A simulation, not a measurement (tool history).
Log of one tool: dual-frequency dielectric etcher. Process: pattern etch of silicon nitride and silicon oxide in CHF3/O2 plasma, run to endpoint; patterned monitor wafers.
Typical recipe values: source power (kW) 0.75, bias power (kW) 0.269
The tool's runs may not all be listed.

run    hour  source power (kW)  bias power (kW)  incoming incoming film thickness, nm  endpoint time (s)
  1       0               0.75            0.233                                 256.9              139.7
       88.5  -- wet clean of the chamber
  2      89               0.89            0.269                                 255.9              131.3
  3   135.8               0.75            0.269                                 258.2              137.5
  4   169.8               0.75            0.269                                   257                138
  5   220.6               0.68            0.237                                 255.2              143.8
  6   272.6               0.68            0.237                                   254              142.7
  7   304.5               0.75            0.269                                 257.2              137.5
  8   361.5               0.75            0.269                                 256.8              136.5
  9     403               0.75            0.269                                 256.6              136.2
 10     441               0.75            0.269                                 257.9              137.3
 11   476.6               0.75            0.269                                 257.2              136.7
 12   521.9               0.75            0.269                                 258.3                137
 13   550.7               0.75            0.269                                 256.7              135.6
 14   591.7               0.75            0.269                                 256.3              134.8
 15   662.6               0.75            0.269                                 256.4              134.5
        699  -- wet clean of the chamber
 16   708.7               0.75            0.269                                 255.4              137.1
      736.6  -- source power generator calibrated
 17   771.4               0.59            0.327                                 256.8              139.8
 18     818                0.6            0.235                                 255.7                150
 19   854.4               0.62            0.291                                 256.8              141.9
 20   908.3               0.61            0.226                                 256.9                150
      933.1  -- bias power generator calibrated
 21   978.8               0.84            0.305                                 256.1              127.4
 22  1036.6               0.75            0.269                                 257.6              136.6
 23  1072.3               0.75            0.269                                 255.5              134.5
 24    1137               0.75            0.321                                 256.3              129.6
     1175.9  -- upper electrode replaced
 25  1180.5               0.86            0.227                                 253.8                133
     1227.1  -- wet clean of the chamber
 26  1248.1               0.57            0.327                                 258.7              142.9
 27    1297               0.83            0.304                                   258              130.9
 28  1359.5               0.68            0.324                                 258.8              137.2
 29  1391.5               0.69            0.294                                 256.3              137.8
 30  1434.1               0.64            0.243                                   257              147.2
 31    1461               0.84            0.241                                 257.9                137
 32  1517.5               0.68            0.324                                   258              134.5
 33  1563.5               0.75            0.269                                   258              136.4

3 ways to go on from here, each from the tool as it stands after run 33. What would each give?
  A  1564               0.75            0.269                                   256                  ?
  B  1564               0.87             0.33                                   256                  ?
  C  1564               0.92            0.204                                   256                  ?

run  endpoint time (s)
  A              135.8
  B                124
  C              135.4
Take away the tool's hidden state, keep each run's random variation, and the runs would have read:
run  endpoint time (s)
  A              137.4
  B              125.5
  C                137

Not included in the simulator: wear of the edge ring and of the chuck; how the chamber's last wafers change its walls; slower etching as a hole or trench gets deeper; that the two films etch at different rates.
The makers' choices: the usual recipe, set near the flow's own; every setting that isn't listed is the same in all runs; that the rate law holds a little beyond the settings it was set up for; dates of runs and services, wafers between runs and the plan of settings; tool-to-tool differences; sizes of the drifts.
